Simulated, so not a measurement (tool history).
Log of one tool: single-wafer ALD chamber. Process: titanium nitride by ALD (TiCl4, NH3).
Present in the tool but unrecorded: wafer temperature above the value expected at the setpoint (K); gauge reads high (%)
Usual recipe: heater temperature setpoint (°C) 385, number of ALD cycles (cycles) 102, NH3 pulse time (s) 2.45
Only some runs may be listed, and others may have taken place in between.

run	hour	heater temperature setpoint (°C)	number of ALD cycles (cycles)	NH3 pulse time (s)	wafers since the last listed run	hours since the last thermocouple change	hours since the showerhead was replaced	hours since the gauge calibration	read-back reference wafer on the same gauge, thickness_nm	mean film thickness on the monitor wafer (Å)
1	0.0	391	111	2.45	0	1419.0	5516.2	373.1	1.891	24.60
2	14.9	385	102	2.45	41	1433.9	5531.1	388.0	1.889	22.36
3	22.6	385	102	2.45	21	1441.6	5538.8	395.7	1.890	22.37
4	37.3	385	102	2.45	40	1456.3	5553.5	410.4	1.890	22.41
5	80.9	385	102	2.45	120	1499.9	5597.1	454.0	1.889	22.39
6	87.0	385	102	2.45	16	1506.0	5603.2	460.1	1.889	22.40
7	104.4	385	102	2.45	48	1523.4	5620.6	477.5	1.890	22.37
8	116.2	385	102	2.45	32	1535.2	5632.4	489.3	1.888	22.47
9	134.1	385	102	2.45	49	1553.1	5650.3	507.2	1.891	22.44
10	146.5	380	96	2.45	34	1565.5	5662.7	519.6	1.890	20.96
11	162.1	385	102	2.45	43	1581.1	5678.3	535.2	1.889	22.26
12	169.4	385	102	2.45	20	1588.4	5685.6	542.5	1.892	22.35
13	178.4	385	102	2.45	24	1597.4	5694.6	551.5	1.891	22.27
14	189.2	385	102	2.45	29	1608.2	5705.4	562.3	1.890	22.23
15	197.5	385	111	1.94	22	1616.5	5713.7	570.6	1.891	24.21
16	208.7	385	111	1.94	31	1627.7	5724.9	581.8	1.891	24.24
# hour 218.6: showerhead replaced
17	224.7	385	97	2.45	22	1643.7	6.1	597.8	1.891	21.27
18	238.8	385	102	2.45	39	1657.8	20.2	611.9	1.890	22.32
19	248.5	385	86	2.45	26	1667.5	29.9	621.6	1.890	18.85
20	257.8	373	102	2.93	25	1676.8	39.2	630.9	1.891	22.32
21	265.6	395	102	2.45	21	1684.6	47.0	638.7	1.889	22.56
22	279.8	385	102	2.45	39	1698.8	61.2	652.9	1.892	22.28
23	297.2	385	113	3.04	48	1716.2	78.6	670.3	1.890	24.94
24	304.5	377	108	1.54	20	1723.5	85.9	677.6	1.891	23.23
25	316.0	395	102	2.45	31	1735.0	97.4	689.1	1.891	22.56
26	329.0	394	112	2.93	35	1748.0	110.4	702.1	1.890	24.76
27	338.0	385	102	3.00	24	1757.0	119.4	711.1	1.891	22.42
28	350.1	396	112	3.19	33	1769.1	131.5	723.2	1.890	24.96
# hour 357.9: gauge calibrated
29	366.0	381	122	2.45	44	1785.0	147.4	8.1	1.890	26.72
# hour 386.7: thermocouple changed; heater temperature recalibrated
30	387.2	385	102	2.45	36	0.5	168.6	29.3	1.889	22.38
31	397.6	370	102	2.45	28	10.9	179.0	39.7	1.891	22.03
32	412.5	385	93	2.45	41	25.8	193.9	54.6	1.890	20.41
33	422.5	385	109	3.06	27	35.8	203.9	64.6	1.891	24.12
34	439.3	381	102	2.45	46	52.6	220.7	81.4	1.889	22.35
35	451.7	374	102	3.16	34	65.0	233.1	93.8	1.890	22.36
36	481.3	375	119	2.12	81	94.6	262.7	123.4	1.890	25.75
37	498.2	385	102	2.72	46	111.5	279.6	140.3	1.889	22.41
38	505.7	372	112	2.93	20	119.0	287.1	147.8	1.891	24.42
39	512.2	385	102	2.45	17	125.5	293.6	154.3	1.890	22.36

Hidden state, per run?
wafer temperature above the value expected at the setpoint (K): 0 across all the runs
gauge reads high (%): 0 across all the runs
